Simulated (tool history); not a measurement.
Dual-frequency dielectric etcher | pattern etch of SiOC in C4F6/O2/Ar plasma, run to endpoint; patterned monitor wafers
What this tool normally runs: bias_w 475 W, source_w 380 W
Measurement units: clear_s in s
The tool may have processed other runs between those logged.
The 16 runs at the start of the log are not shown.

run	day	bias_w	source_w	wafers since the last listed run	hours since the last wet clean	hours since the last bias power generator calibration	hours since the last source power generator calibration	hours since the last upper electrode change	incoming incoming film thickness, nm	clear_s
17	9.396	475	450	115	139.2	4079	44.5	1699.4	53	18.1
# day 9.817: bias power generator calibrated
18	9.942	475	380	91	152.3	3	57.6	1712.5	52	18.3
19	10.312	569	330	89	161.2	11.9	66.5	1721.4	52.4	18.4
20	10.754	572	430	106	171.8	22.5	77.1	1732	53	17.3
21	12.271	475	380	364	208.2	58.9	113.5	1768.4	51.9	18.7
22	12.808	583	340	129	221.1	71.8	126.4	1781.3	53.2	18.5
23	13.158	475	290	84	229.5	80.2	134.8	1789.7	52.3	19.8
# day 14.329: upper electrode replaced
24	14.35	475	420	46	258.1	108.8	163.4	0.5	52.2	18.3
25	14.367	475	380	4	258.5	109.2	163.8	0.9	52.4	18.8
26	14.542	475	380	42	262.7	113.4	168	5.1	52	18.7
27	14.875	575	440	80	270.7	121.4	176	13.1	53.1	17.2
28	15.608	475	330	176	288.3	139	193.6	30.7	52.3	19.5
29	16.242	475	380	152	303.5	154.2	208.8	45.9	52.7	18.9
30	16.729	360	450	117	315.2	165.9	220.5	57.6	52.5	19.2
31	17.058	475	420	79	323.1	173.8	228.4	65.5	53	18.3
32	17.667	475	380	146	337.7	188.4	243	80.1	52.9	19.1
33	18.342	558	330	162	353.9	204.6	259.2	96.3	52.8	18.7
34	18.771	527	440	103	364.2	214.9	269.5	106.6	52.9	17.5
35	19.15	475	380	91	373.3	224	278.6	115.7	52.8	19.2
# day 20.304: wet clean of the chamber
36	20.325	541	350	42	0.5	252.2	306.8	143.9	52.8	18.3

Here are 3 independent what-if runs from the current tool condition. What would each one return?
A	20.342	428	380	4	0.9	252.6	307.2	144.3	52.6	?
B	20.342	442	380	4	0.9	252.6	307.2	144.3	52.6	?
C	20.342	475	410	4	0.9	252.6	307.2	144.3	52.6	?

run	clear_s
A	19.4
B	19.3
C	18.5
With no hidden state in the tool, these same runs would have given:
run	clear_s
A	19.4
B	19.3
C	18.5
